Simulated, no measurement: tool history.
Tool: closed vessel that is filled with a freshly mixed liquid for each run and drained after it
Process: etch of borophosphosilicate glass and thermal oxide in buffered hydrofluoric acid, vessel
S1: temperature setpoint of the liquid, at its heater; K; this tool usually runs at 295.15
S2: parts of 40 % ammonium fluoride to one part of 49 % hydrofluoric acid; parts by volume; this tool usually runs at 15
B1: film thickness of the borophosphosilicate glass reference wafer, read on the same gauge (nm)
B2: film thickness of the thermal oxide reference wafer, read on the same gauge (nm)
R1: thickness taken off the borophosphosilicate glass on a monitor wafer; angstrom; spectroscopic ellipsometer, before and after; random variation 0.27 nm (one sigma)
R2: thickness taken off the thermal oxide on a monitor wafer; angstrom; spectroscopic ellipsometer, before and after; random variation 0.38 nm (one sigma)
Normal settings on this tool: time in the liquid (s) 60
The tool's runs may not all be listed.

run 1 day=0 | S1=295.15 S2=15 time_in_the_liquid_(s)=45 | B1=139.99 B2=80 | R1=684.9 R2=383.9
-- day=0.154 hydrofluoric acid flow meter replaced
run 2 day=0.508 | S1=295.15 S2=15 time_in_the_liquid_(s)=45 | B1=140.01 B2=80.02 | R1=643.7 R2=362.1
run 3 day=0.904 | S1=295.15 S2=12.5 time_in_the_liquid_(s)=60 | B1=140.02 B2=79.99 | R1=1028.4 R2=568.8
run 4 day=1.425 | S1=295.15 S2=12.5 time_in_the_liquid_(s)=60 | B1=140 B2=79.99 | R1=1026.8 R2=589.4
run 5 day=1.804 | S1=295.15 S2=19.5 time_in_the_liquid_(s)=60 | B1=139.99 B2=79.98 | R1=664.4 R2=374.6
run 6 day=2.242 | S1=291.15 S2=15 time_in_the_liquid_(s)=75 | B1=140.01 B2=80.03 | R1=872.7 R2=482.5
run 7 day=2.604 | S1=292.65 S2=20 time_in_the_liquid_(s)=60 | B1=140.01 B2=80.01 | R1=568.9 R2=315.1
-- day=3.383 thermometer replaced
run 8 day=3.542 | S1=292.65 S2=10.5 time_in_the_liquid_(s)=75 | B1=139.98 B2=80.02 | R1=1183.2 R2=663.4
-- day=3.988 gauge calibrated
run 9 day=4.238 | S1=291.65 S2=15 time_in_the_liquid_(s)=80 | B1=140.04 B2=80 | R1=834.5 R2=464.7
run 10 day=4.5 | S1=299.65 S2=15 time_in_the_liquid_(s)=30 | B1=140.02 B2=79.98 | R1=487.7 R2=275
run 11 day=4.992 | S1=298.15 S2=17.5 time_in_the_liquid_(s)=60 | B1=140 B2=80 | R1=770.5 R2=431.5
run 12 day=6.258 | S1=299.15 S2=15 time_in_the_liquid_(s)=60 | B1=140 B2=80 | R1=954.7 R2=539
run 13 day=6.733 | S1=295.15 S2=15 time_in_the_liquid_(s)=40 | B1=140.01 B2=79.98 | R1=514.4 R2=283
run 14 day=7.375 | S1=292.65 S2=15 time_in_the_liquid_(s)=60 | B1=139.99 B2=80.03 | R1=673 R2=375.8
run 15 day=7.942 | S1=290.65 S2=9.5 time_in_the_liquid_(s)=85 | B1=139.99 B2=80.01 | R1=1307.5 R2=728.1
run 16 day=8.246 | S1=297.15 S2=15 time_in_the_liquid_(s)=30 | B1=140.03 B2=80.01 | R1=429.8 R2=240.2
run 17 day=8.954 | S1=295.15 S2=15 time_in_the_liquid_(s)=60 | B1=139.99 B2=80.01 | R1=773.3 R2=431
run 18 day=9.521 | S1=295.15 S2=15 time_in_the_liquid_(s)=60 | B1=140 B2=79.99 | R1=771.9 R2=436.6
run 19 day=10.142 | S1=296.65 S2=11 time_in_the_liquid_(s)=40 | B1=139.99 B2=80 | R1=767.3 R2=425.6
run 20 day=11.192 | S1=295.15 S2=15 time_in_the_liquid_(s)=35 | B1=139.99 B2=80.03 | R1=455.6 R2=250.8

Run 21, settings as shown, results not yet in. Your forecast:
run 21 day=11.908 | S1=295.15 S2=15 time_in_the_liquid_(s)=60 | B1=? B2=? | R1=? R2=?

Run 21 measured B1 139.98, B2 79.98, R1 779.7 angstrom, R2 440.9 angstrom.
The same run, on a tool lacking any hidden state, would have yielded R1 741 angstrom, R2 418.9 angstrom.
